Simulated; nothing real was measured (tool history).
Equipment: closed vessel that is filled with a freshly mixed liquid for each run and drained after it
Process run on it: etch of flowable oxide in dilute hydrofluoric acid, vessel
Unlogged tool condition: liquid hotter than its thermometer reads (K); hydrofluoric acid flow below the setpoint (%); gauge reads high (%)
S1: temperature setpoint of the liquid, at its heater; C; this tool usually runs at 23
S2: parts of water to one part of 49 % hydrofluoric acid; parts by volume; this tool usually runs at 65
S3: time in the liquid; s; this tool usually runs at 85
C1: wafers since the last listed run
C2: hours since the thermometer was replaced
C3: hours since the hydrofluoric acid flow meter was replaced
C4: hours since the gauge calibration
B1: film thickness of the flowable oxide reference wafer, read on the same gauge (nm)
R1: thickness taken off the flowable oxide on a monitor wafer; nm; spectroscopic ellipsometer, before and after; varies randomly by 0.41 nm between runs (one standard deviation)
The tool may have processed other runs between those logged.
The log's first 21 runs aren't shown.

Run 22, hour 270.1: usual settings but S1 25 C, S2 80 parts by volume, S3 60 s; C1 1246; C2 40.2; C3 1115.5; C4 139.4; B1 49.99. Result: R1 26.52 nm.
At hour 276.3: hydrofluoric acid flow meter replaced.
Run 23, hour 279.1: usual settings but S1 20 C, S2 50 parts by volume; C1 890; C2 49.2; C3 2.8; C4 148.4; B1 50. Result: R1 58.13 nm.
Run 24, hour 294.7: usual settings but S2 90 parts by volume, S3 40 s; C1 1736; C2 64.8; C3 18.4; C4 164; B1 50. Result: R1 16.11 nm.
Run 25, hour 310.7: usual settings but S1 21.5 C, S3 45 s; C1 1780; C2 80.8; C3 34.4; C4 180; B1 49.99. Result: R1 24.23 nm.
Run 26, hour 322.8: usual settings but S1 19.5 C, S2 80 parts by volume, S3 70 s; C1 1346; C2 92.9; C3 46.5; C4 192.1; B1 50.01. Result: R1 27.73 nm.
Run 27, hour 335.5: usual settings but S1 27.5 C, S2 55 parts by volume; C1 1413; C2 105.6; C3 59.2; C4 204.8; B1 49.98. Result: R1 71.14 nm.
Run 28, hour 345.8: usual settings but S3 65 s; C1 1146; C2 115.9; C3 69.5; C4 215.1; B1 49.99. Result: R1 37.68 nm.
Run 29, hour 362.9: usual settings but S3 65 s; C1 1902; C2 133; C3 86.6; C4 232.2; B1 50.02. Result: R1 37.22 nm.
Run 30, hour 377.9: usual settings but S2 40 parts by volume, S3 65 s; C1 1669; C2 148; C3 101.6; C4 247.2; B1 50.01. Result: R1 62.96 nm.

Branching from run 30: 4 alternative next runs. What would each branch give?
Run A, hour 378.6: usual settings but S1 26.5 C; C1 77; C2 148.7; C3 102.3; C4 247.9; B1 ?. Result: R1 ?.
Run B, hour 378.6: usual settings but S2 80 parts by volume; C1 77; C2 148.7; C3 102.3; C4 247.9; B1 ?. Result: R1 ?.
Run C, hour 378.6: usual settings but S1 25.5 C; C1 77; C2 148.7; C3 102.3; C4 247.9; B1 ?. Result: R1 ?.
Run D, hour 378.6: usual settings but S2 90 parts by volume; C1 77; C2 148.7; C3 102.3; C4 247.9; B1 ?. Result: R1 ?.

run     B1     R1
  A  49.98  56.07
  B  49.98  38.81
  C  49.98  53.88
  D  49.98  34.07
Take away the tool's hidden state, keep each run's random variation, and the runs would have read:
run     R1
  A  57.16
  B  39.56
  C  54.92
  D  34.74
